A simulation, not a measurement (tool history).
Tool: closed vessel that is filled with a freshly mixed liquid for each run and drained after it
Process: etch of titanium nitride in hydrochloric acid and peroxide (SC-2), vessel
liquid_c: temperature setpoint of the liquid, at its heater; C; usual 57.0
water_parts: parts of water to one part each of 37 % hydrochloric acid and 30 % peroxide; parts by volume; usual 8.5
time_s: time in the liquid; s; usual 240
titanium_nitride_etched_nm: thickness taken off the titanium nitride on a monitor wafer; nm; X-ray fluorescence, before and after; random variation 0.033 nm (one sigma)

run     day  liquid_c  water_parts  time_s  wafers since the last listed run  hours since the thermometer was replaced  hours since the chemicals flow meter was replaced  hours since the drum of peroxide was connected  hours since the gauge calibration  read-back film thickness of the titanium nitride reference wafer, read on the same gauge (nm)  titanium_nitride_etched_nm
  1   0.000      57.0          8.5     240                                 0                                     336.0                                              351.8                                           714.5                             1724.5                                                                                         119.99                        7.87
      1.708  -- new drum of peroxide connected
  2   2.233      57.0          6.0     240                              4237                                     389.6                                              405.4                                            12.6                             1778.1                                                                                         120.00                       10.72
  3   4.771      57.0          6.0     240                              4905                                     450.5                                              466.3                                            73.5                             1839.0                                                                                         120.00                       10.74
  4  12.271      57.0          6.0     240                             14499                                     630.5                                              646.3                                           253.5                             2019.0                                                                                         120.02                       10.69
     13.783  -- thermometer replaced
  5  14.004      57.0         10.5     240                              3270                                       5.3                                              687.9                                           295.1                             2060.6                                                                                         120.02                        6.69
  6  17.779      57.0          8.5     330                              7298                                      95.9                                              778.5                                           385.7                             2151.2                                                                                         119.99                       11.00
  7  20.575      57.0          9.5     160                              5405                                     163.0                                              845.6                                           452.8                             2218.3                                                                                         120.01                        4.81
     23.112  -- chemicals flow meter replaced
  8  23.133      57.0          8.5     240                              4865                                     224.4                                                0.5                                           514.2                             2279.7                                                                                         120.03                        7.94
  9  25.638      57.0          8.5     165                              4841                                     284.5                                               60.6                                           574.3                             2339.8                                                                                         120.02                        5.45
 10  27.588      63.0          8.5     145                              3769                                     331.3                                              107.4                                           621.1                             2386.6                                                                                         119.97                        6.96
     30.488  -- new drum of peroxide connected
 11  31.417      57.0          8.5     355                              7322                                     423.2                                              199.3                                            22.3                             2478.5                                                                                         120.02                       12.17
 12  34.762      47.0          8.5     240                              6468                                     503.5                                              279.6                                           102.6                             2558.8                                                                                         119.98                        4.22
 13  38.725      57.0          8.5     385                              7660                                     598.6                                              374.7                                           197.7                             2653.9                                                                                         120.02                       13.14
 14  40.492      62.5         11.5     170                              3415                                     641.0                                              417.1                                           240.1                             2696.3                                                                                         119.99                        6.31
 15  43.267      57.0          8.5     320                              5364                                     707.6                                              483.7                                           306.7                             2762.9                                                                                         120.00                       10.88
     44.979  -- thermometer replaced
 16  47.000      61.0          8.5     165                              7137                                      48.5                                              573.3                                           396.3                             2852.5                                                                                         120.01                        7.03
     47.917  -- gauge calibrated
 17  50.667      57.0          8.5     240                              7088                                     136.5                                              661.3                                           484.3                               66.0                                                                                         120.03                        7.95
 18  53.433      48.0          5.5     375                              5348                                     202.9                                              727.7                                           550.7                              132.4                                                                                         119.99                        9.64
 19  55.446      57.0          8.5     310                              3890                                     251.2                                              776.0                                           599.0                              180.7                                                                                         119.98                       10.23
 20  59.629      54.0          8.5     150                              8087                                     351.6                                              876.4                                           699.4                              281.1                                                                                         120.00                        4.08
     61.492  -- chemicals flow meter replaced
 21  62.508      57.0          8.5     240                              5485                                     420.7                                               24.4                                           768.5                              350.2                                                                                         120.02                        7.88
     65.812  -- new drum of peroxide connected
 22  66.750      52.5          7.5     310                              8119                                     522.5                                              126.2                                            22.5                              452.0                                                                                         120.02                        8.76
 23  70.288      49.0          8.5     335                              6839                                     607.4                                              211.1                                           107.4                              536.9                                                                                         119.98                        6.75
     80.029  -- thermometer replaced
 24  82.979      57.0          8.5     310                             24456                                      70.8                                              515.7                                           412.0                              841.5                                                                                         119.99                       10.30
 25  86.025      57.0         12.0     105                              5888                                     143.9                                              588.8                                           485.1                              914.6                                                                                         119.99                        2.60
 26  88.229      49.5         10.0     200                              4261                                     196.8                                              641.7                                           538.0                              967.5                                                                                         120.01                        3.52
 27  91.633      57.0          8.5     240                              6581                                     278.5                                              723.4                                           619.7                             1049.2                                                                                         120.01                        7.87
 28  94.629      49.5          8.5     185                              5791                                     350.4                                              795.3                                           691.6                             1121.1                                                                                         119.98                        3.72
 29  98.988      53.0          8.5     180                              8425                                     455.0                                              899.9                                           796.2                             1225.7                                                                                         119.99                        4.53

What the log doesn't show, run by run:
chemicals flow above the setpoint (%): 0 in every run
gauge reads high (%): 0 in every run
H1: liquid hotter than its thermometer reads (K)
H2: peroxide weaker than its label (%)
run       H1     H2
  1    0.159   4.75
  2    0.179  0.295
  3    0.202  0.676
  4    0.268    1.8
  5  0.00211   2.06
  6   0.0357   2.63
  7   0.0605   3.05
  8   0.0832   3.44
  9    0.105   3.81
 10    0.123   4.11
 11    0.157  0.229
 12    0.187  0.732
 13    0.222   1.33
 14    0.238   1.59
 15    0.262   2.01
 16   0.0496   2.57
 17   0.0822   3.12
 18    0.107   3.54
 19    0.125   3.84
 20    0.162   4.47
 21    0.187    4.9
 22    0.225  0.577
 23    0.257   1.11
 24   0.0591   3.02
 25   0.0862   3.47
 26    0.106   3.81
 27    0.136   4.32
 28    0.163   4.77
 29    0.201   5.42

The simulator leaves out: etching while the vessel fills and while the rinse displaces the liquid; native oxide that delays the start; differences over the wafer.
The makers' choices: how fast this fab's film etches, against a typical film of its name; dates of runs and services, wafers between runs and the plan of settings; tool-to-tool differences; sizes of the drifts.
